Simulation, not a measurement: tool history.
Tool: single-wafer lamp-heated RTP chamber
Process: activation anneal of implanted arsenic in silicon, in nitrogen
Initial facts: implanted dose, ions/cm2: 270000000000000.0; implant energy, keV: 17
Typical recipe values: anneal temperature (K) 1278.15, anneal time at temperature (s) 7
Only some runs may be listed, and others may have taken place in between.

run,day,anneal temperature (K),anneal time at temperature (s),"read-back reference wafer on the same gauge, sheet resistance",sheet resistance of the implanted and annealed layer (ohm/square)
1,0.000,1278.15,7,286.69,342.38
2,0.579,1278.15,7,286.55,341.45
3,1.546,1278.15,5,286.82,343.63
4,2.342,1293.15,8,286.80,340.04
5,3.496,1278.15,7,286.98,342.09
6,4.475,1278.15,7,286.93,341.51
7,5.512,1278.15,10,286.98,339.72
# day 5.875: gauge calibrated
8,6.483,1269.15,5,281.65,339.40
# day 7.375: pyrometer window cleaned and pyrometer calibrated
9,7.604,1263.15,7,282.40,339.34

Run 10 has not been measured yet. What should we expect?
# day 8.729: reflector plate cleaned
10,8.750,1278.15,7,?,?

read-back reference wafer on the same gauge, sheet resistance: 283.25
sheet resistance of the implanted and annealed layer (ohm/square): 338.37
Had the tool carried no hidden state, the very same run would have given sheet resistance of the implanted and annealed layer (ohm/square) 336.97.
